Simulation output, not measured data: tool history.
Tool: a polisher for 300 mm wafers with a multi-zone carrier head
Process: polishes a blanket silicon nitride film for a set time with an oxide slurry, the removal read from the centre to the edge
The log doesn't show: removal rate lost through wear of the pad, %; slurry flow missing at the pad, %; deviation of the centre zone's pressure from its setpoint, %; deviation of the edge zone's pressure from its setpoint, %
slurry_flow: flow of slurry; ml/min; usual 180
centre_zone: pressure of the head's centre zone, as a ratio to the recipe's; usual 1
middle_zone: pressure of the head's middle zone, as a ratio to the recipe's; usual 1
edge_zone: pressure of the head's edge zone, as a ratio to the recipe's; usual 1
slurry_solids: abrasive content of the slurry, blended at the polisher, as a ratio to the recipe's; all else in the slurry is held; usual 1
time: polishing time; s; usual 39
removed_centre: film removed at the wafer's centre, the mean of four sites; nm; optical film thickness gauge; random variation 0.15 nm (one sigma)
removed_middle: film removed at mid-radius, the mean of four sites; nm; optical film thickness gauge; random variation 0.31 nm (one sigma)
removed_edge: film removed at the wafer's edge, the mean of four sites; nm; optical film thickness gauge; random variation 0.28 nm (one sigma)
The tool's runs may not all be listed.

run   hour  slurry_flow  centre_zone  middle_zone  edge_zone  slurry_solids  time  wafers since the last listed run  wafers polished on this pad  hours since the slurry nozzle was cleaned  hours since the centre zone pressure was calibrated  hours since the edge zone pressure was calibrated  hours since the carrier head's membrane was replaced  incoming thickness of the incoming film, nm  removed_centre  removed_middle  removed_edge
  1      0          180            1            1          1              1    39                                 0                           92                                      821.1                                               1180.4                                                940                                                1247.1                                        295.5            29.7            29.9          30.4
  2    6.7          180            1            1          1              1    39                                70                          162                                      827.8                                               1187.1                                              946.7                                                1253.8                                        301.1            29.6            29.6          30.2
  3   13.1          180            1            1          1              1    39                                67                          230                                      834.2                                               1193.5                                              953.1                                                1260.2                                          302            29.3              29          29.8
  4   25.9          180            1            1          1              1    39                               134                          364                                        847                                               1206.3                                              965.9                                                  1273                                        304.9            29.3            30.1          29.9
  5   35.6          180            1            1          1              1    39                               101                          465                                      856.7                                                 1216                                              975.6                                                1282.7                                        301.9              29            29.1          29.5
  6   41.9          180            1            1          1              1    39                                66                          532                                        863                                               1222.3                                              981.9                                                  1289                                        301.8            28.8            29.4          29.9
  7   54.1          180            1            1          1              1    39                               127                          659                                      875.2                                               1234.5                                              994.1                                                1301.2                                        298.5            28.3            29.3          29.2
  8   67.4          180            1            1          1              1    39                               139                          799                                      888.5                                               1247.8                                             1007.4                                                1314.5                                        303.3            28.4            29.1          28.9
      76.8  -- edge zone pressure recalibrated
      78.8  -- slurry nozzle cleaned
  9     81          180            1            1          1              1    39                               111                          910                                        2.2                                               1261.4                                                4.2                                                1328.1                                        301.3            31.3            31.1          31.3
 10   91.7          180            1            1          1              1    39                               112                         1022                                       12.9                                               1272.1                                               14.9                                                1338.8                                        301.6            31.6              31          31.2
 11    101          180            1            1       0.96              1    43                                97                         1120                                       22.2                                               1281.4                                               24.2                                                1348.1                                        300.3            34.5            33.8          33.5
     106.7  -- worn pad replaced by a new one
 12  109.6          180            1            1          1              1    39                                48                           30                                       30.8                                                 1290                                               32.8                                                1356.7                                        299.6            32.8            33.2          32.1
 13    117          160            1            1       0.92            0.9    39                                77                          107                                       38.2                                               1297.4                                               40.2                                                1364.1                                          297            30.7            30.4          28.9
 14  127.6          115            1            1          1              1    30                               111                          218                                       48.8                                                 1308                                               50.8                                                1374.7                                        302.6            23.2            23.4          23.6
 15  139.2          180            1            1          1              1    39                               121                          340                                       60.4                                               1319.6                                               62.4                                                1386.3                                        305.6            31.8            32.3          31.9
 16  151.4          180            1            1          1              1    39                               127                          468                                       72.6                                               1331.8                                               74.6                                                1398.5                                        303.3            31.8            32.5          31.8
     159.4  -- centre zone pressure recalibrated
 17  159.9          150            1            1          1              1    39                                68                          536                                       81.1                                                  0.5                                               83.1                                                  1407                                        299.5            31.1              31          30.9
 18  175.8          180            1            1          1              1    44                               166                          703                                         97                                                 16.4                                                 99                                                1422.9                                        295.8            35.7            35.9            35
     181.7  -- carrier head's membrane replaced by a new one
 19  191.3          180            1            1       1.05              1    39                               110                          813                                      112.5                                                 31.9                                              114.5                                                   9.6                                        302.5            31.5            31.9          32.2
 20  206.2          180            1            1          1            0.8    52                               156                          969                                      127.4                                                 46.8                                              129.4                                                  24.5                                        302.1            38.6            39.2          38.2
 21  220.5          120            1            1          1              1    39                               149                         1119                                      141.7                                                 61.1                                              143.7                                                  38.8                                        304.4            29.9            29.7            30
 22  233.2          180            1            1          1              1    39                               133                         1252                                      154.4                                                 73.8                                              156.4                                                  51.5                                        295.9            31.2            31.4            31

4 ways to go on from here, each from the tool as it stands after run 22. What would each give?
  A  233.6          180            1            1          1              1    39                                 4                         1256                                      154.8                                                 74.2                                              156.8                                                  51.9                                          300               ?               ?             ?
  B  233.6          180         0.91            1          1            0.8    39                                 4                         1256                                      154.8                                                 74.2                                              156.8                                                  51.9                                          300               ?               ?             ?
  C  233.6          180            1         0.94        0.9           1.15    39                                 4                         1256                                      154.8                                                 74.2                                              156.8                                                  51.9                                          300               ?               ?             ?
  D  233.6          180            1         1.06        1.1            1.3    44                                 4                         1256                                      154.8                                                 74.2                                              156.8                                                  51.9                                          300               ?               ?             ?

run  removed_centre  removed_middle  removed_edge
  A            31.4            31.6          31.4
  B            26.3              29          28.8
  C            33.1            31.6          31.5
  D              39            41.3          40.8
Without the tool's hidden state the same runs would have given:
run  removed_centre  removed_middle  removed_edge
  A            32.7            32.9          32.6
  B            27.3            30.2          29.9
  C            34.4            32.9          32.7
  D            40.6            42.9          42.4

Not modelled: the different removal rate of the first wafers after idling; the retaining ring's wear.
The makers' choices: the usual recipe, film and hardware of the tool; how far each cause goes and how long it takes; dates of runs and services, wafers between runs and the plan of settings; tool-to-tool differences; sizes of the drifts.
